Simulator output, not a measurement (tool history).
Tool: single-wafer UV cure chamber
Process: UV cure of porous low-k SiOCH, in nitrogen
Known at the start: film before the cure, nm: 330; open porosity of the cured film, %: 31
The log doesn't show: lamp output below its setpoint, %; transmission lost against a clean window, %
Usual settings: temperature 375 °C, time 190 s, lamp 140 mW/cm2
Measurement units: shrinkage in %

run,hour,temperature,time,lamp,wafers since the last listed run,hours since the UV bulbs were replaced,wafers since the quartz window was cleaned,shrinkage
1,0.0,375,190,155,0,811.0,2460,15.322
2,67.5,375,190,155,505,878.5,2965,15.361
3,148.3,375,190,140,604,959.3,3570,14.422
4,234.2,375,190,140,642,1045.2,4213,14.622
# hour 261.5: quartz window cleaned
5,272.1,375,190,140,223,1083.1,79,15.809
6,354.9,375,125,140,619,1165.9,698,12.826
7,428.7,375,125,140,552,1239.7,1251,12.701
8,529.6,375,245,140,755,1340.6,2006,16.170
9,618.6,375,190,140,666,1429.6,2672,14.626
10,676.1,375,190,140,430,1487.1,3103,14.375
11,757.0,375,190,140,605,1568.0,3708,14.583
12,838.9,361,190,140,613,1649.9,4321,14.280
# hour 851.9: quartz window cleaned
13,878.7,361,190,140,238,1689.7,200,15.580
14,980.5,375,190,124,762,1791.5,962,14.465
# hour 1025.4: UV bulbs replaced
15,1049.2,375,110,140,454,23.8,1416,11.966
16,1132.1,359,255,121,620,106.7,2037,15.242
17,1194.0,375,75,140,463,168.6,2500,9.785
18,1296.5,375,85,140,767,271.1,3268,10.254
19,1386.1,365,190,140,670,360.7,3938,14.394
# hour 1407.3: quartz window cleaned
20,1479.8,375,235,151,641,454.4,542,17.036
21,1651.1,375,190,140,1282,625.7,1825,14.889
22,1716.2,375,230,167,487,690.8,2312,16.889
23,1766.4,375,190,140,375,741.0,2688,14.235
24,1805.5,368,250,175,292,780.1,2980,17.403
25,1862.7,384,300,140,428,837.3,3409,16.974
26,1951.3,364,135,105,663,925.9,4072,10.779

What if the next run were any one of these 3? Each begins from the tool's condition after run 26:
A,1951.8,375,190,107,3,926.4,4075,?
B,1951.8,375,190,152,3,926.4,4075,?
C,1951.8,356,245,114,3,926.4,4075,?

run,shrinkage
A,12.863
B,14.809
C,14.168
The same runs, with their run-to-run variation unchanged, on a tool lacking any hidden condition would have given:
run,shrinkage
A,14.270
B,16.260
C,15.604
